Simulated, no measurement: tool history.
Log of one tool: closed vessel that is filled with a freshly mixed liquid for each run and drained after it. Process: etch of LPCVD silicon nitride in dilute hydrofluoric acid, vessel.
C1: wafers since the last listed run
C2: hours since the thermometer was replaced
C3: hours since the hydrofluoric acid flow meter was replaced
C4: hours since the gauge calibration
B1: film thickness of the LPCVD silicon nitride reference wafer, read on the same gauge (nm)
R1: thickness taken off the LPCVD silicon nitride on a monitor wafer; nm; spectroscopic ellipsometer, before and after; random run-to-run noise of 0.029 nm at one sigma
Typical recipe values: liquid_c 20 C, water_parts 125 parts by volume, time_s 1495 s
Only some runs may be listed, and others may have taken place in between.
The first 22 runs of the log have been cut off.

{"run": 23, "hour": 498.4, "liquid_c": 17.5, "water_parts": 165, "time_s": 1265, "C1": 972, "C2": 338, "C3": 235.3, "C4": 212.8, "B1": 149.136, "R1": 2.286}
{"run": 24, "hour": 519.5, "liquid_c": 20, "water_parts": 125, "time_s": 1495, "C1": 1214, "C2": 359.1, "C3": 256.4, "C4": 233.9, "B1": 148.996, "R1": 4.227}
{"run": 25, "hour": 544.9, "liquid_c": 20, "water_parts": 125, "time_s": 1495, "C1": 1461, "C2": 384.5, "C3": 281.8, "C4": 259.3, "B1": 148.849, "R1": 4.203}
{"run": 26, "hour": 564.3, "liquid_c": 20, "water_parts": 125, "time_s": 1495, "C1": 1116, "C2": 403.9, "C3": 301.2, "C4": 278.7, "B1": 148.741, "R1": 4.28}
{"run": 27, "hour": 590.6, "liquid_c": 20, "water_parts": 125, "time_s": 1495, "C1": 1513, "C2": 430.2, "C3": 327.5, "C4": 305, "B1": 148.59, "R1": 4.192}
{"run": 28, "hour": 620.5, "liquid_c": 17, "water_parts": 110, "time_s": 1495, "C1": 1720, "C2": 460.1, "C3": 357.4, "C4": 334.9, "B1": 148.408, "R1": 3.905}
{"run": 29, "hour": 650.5, "liquid_c": 20, "water_parts": 125, "time_s": 1495, "C1": 1726, "C2": 490.1, "C3": 387.4, "C4": 364.9, "B1": 148.221, "R1": 4.177}
{"run": 30, "hour": 683.8, "liquid_c": 17, "water_parts": 145, "time_s": 2125, "C1": 1916, "C2": 523.4, "C3": 420.7, "C4": 398.2, "B1": 147.991, "R1": 4.237}
{"run": 31, "hour": 700.6, "liquid_c": 20, "water_parts": 145, "time_s": 2105, "C1": 966, "C2": 540.2, "C3": 437.5, "C4": 415, "B1": 147.846, "R1": 5.11}

Forecast each of these 5 alternatives for the next run:
{"run": "A", "hour": 701.7, "liquid_c": 20, "water_parts": 125, "time_s": 665, "C1": 63, "C2": 541.3, "C3": 438.6, "C4": 416.1, "B1": "?", "R1": "?"}
{"run": "B", "hour": 701.7, "liquid_c": 20, "water_parts": 185, "time_s": 1495, "C1": 63, "C2": 541.3, "C3": 438.6, "C4": 416.1, "B1": "?", "R1": "?"}
{"run": "C", "hour": 701.7, "liquid_c": 20, "water_parts": 80, "time_s": 1495, "C1": 63, "C2": 541.3, "C3": 438.6, "C4": 416.1, "B1": "?", "R1": "?"}
{"run": "D", "hour": 701.7, "liquid_c": 20, "water_parts": 125, "time_s": 660, "C1": 63, "C2": 541.3, "C3": 438.6, "C4": 416.1, "B1": "?", "R1": "?"}
{"run": "E", "hour": 701.7, "liquid_c": 18.5, "water_parts": 185, "time_s": 2275, "C1": 63, "C2": 541.3, "C3": 438.6, "C4": 416.1, "B1": "?", "R1": "?"}

run=A B1=147.948 R1=1.89
run=B B1=147.948 R1=2.9
run=C B1=147.948 R1=6.567
run=D B1=147.948 R1=1.875
run=E B1=147.948 R1=3.994
Had the tool no hidden state, the same runs would have come out as:
run=A R1=1.916
run=B R1=2.941
run=C R1=6.659
run=D R1=1.902
run=E R1=4.051
